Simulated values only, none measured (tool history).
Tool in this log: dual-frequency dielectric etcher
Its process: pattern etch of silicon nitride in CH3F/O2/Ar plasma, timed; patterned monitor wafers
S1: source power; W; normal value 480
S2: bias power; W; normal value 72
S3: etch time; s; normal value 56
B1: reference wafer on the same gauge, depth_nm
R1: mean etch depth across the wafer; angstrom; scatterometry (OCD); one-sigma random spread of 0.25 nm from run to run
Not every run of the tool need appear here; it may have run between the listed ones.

Run 1, hour 0: usual settings; B1 50.13. Result: R1 433.8 angstrom.
At hour 92.3: wet clean of the chamber.
Run 2, hour 92.8: usual settings; B1 50.33. Result: R1 434.7 angstrom.
Run 3, hour 157: usual settings but S1 510 W; B1 50.48. Result: R1 450.1 angstrom.
Run 4, hour 170.3: usual settings but S1 510 W; B1 50.5. Result: R1 450.7 angstrom.
At hour 195.6: upper electrode replaced.
Run 5, hour 198.6: usual settings but S2 83 W; B1 50.55. Result: R1 453.5 angstrom.
At hour 270.3: gauge calibrated.
Run 6, hour 295.9: usual settings but S2 83 W; B1 49.35. Result: R1 447.5 angstrom.
Run 7, hour 322.5: usual settings but S1 520 W, S2 82 W; B1 49.34. Result: R1 453.8 angstrom.
Run 8, hour 357.8: usual settings but S1 540 W, S2 60 W, S3 68 s; B1 49.43. Result: R1 524.9 angstrom.
Run 9, hour 384.1: usual settings but S2 79 W, S3 50.5 s; B1 49.4. Result: R1 396 angstrom.
Run 10, hour 397.8: usual settings but S1 600 W, S2 65 W, S3 63.5 s; B1 49.69. Result: R1 518.1 angstrom.
Run 11, hour 411: usual settings but S1 600 W, S2 89 W, S3 51 s; B1 49.47. Result: R1 444.6 angstrom.
At hour 508.3: bias power generator calibrated.
Run 12, hour 510.2: usual settings; B1 49.76. Result: R1 430.2 angstrom.
Run 13, hour 538.5: usual settings; B1 49.91. Result: R1 425.6 angstrom.
Run 14, hour 574: usual settings; B1 50.02. Result: R1 434 angstrom.
At hour 607.5: wet clean of the chamber.
Run 15, hour 645.3: usual settings; B1 50.11. Result: R1 431.7 angstrom.
Run 16, hour 679.5: usual settings but S2 56 W; B1 50.19. Result: R1 411.1 angstrom.
At hour 689: source power generator calibrated.
Run 17, hour 714.8: usual settings; B1 50.2. Result: R1 436.9 angstrom.
Run 18, hour 731.5: usual settings but S3 46 s; B1 50.31. Result: R1 355.1 angstrom.
Run 19, hour 753.8: usual settings but S2 63 W; B1 50.25. Result: R1 424.6 angstrom.
Run 20, hour 773: usual settings but S1 430 W, S2 88 W; B1 50.36. Result: R1 441.8 angstrom.
Run 21, hour 796: usual settings but S1 560 W, S2 66 W, S3 40.5 s; B1 50.26. Result: R1 327.4 angstrom.
Run 22, hour 835.8: usual settings but S1 570 W, S2 77 W; B1 50.44. Result: R1 480.6 angstrom.
Run 23, hour 856: usual settings; B1 50.44. Result: R1 435.8 angstrom.

For run 24, what comes out?
Run 24, hour 889.6: usual settings but S1 430 W, S2 79 W, S3 69 s; B1 ?. Result: R1 ?.

B1: 50.39
R1: 529.9 angstrom
Had the tool carried no hidden state, the very same run would have given R1 515.1 angstrom.
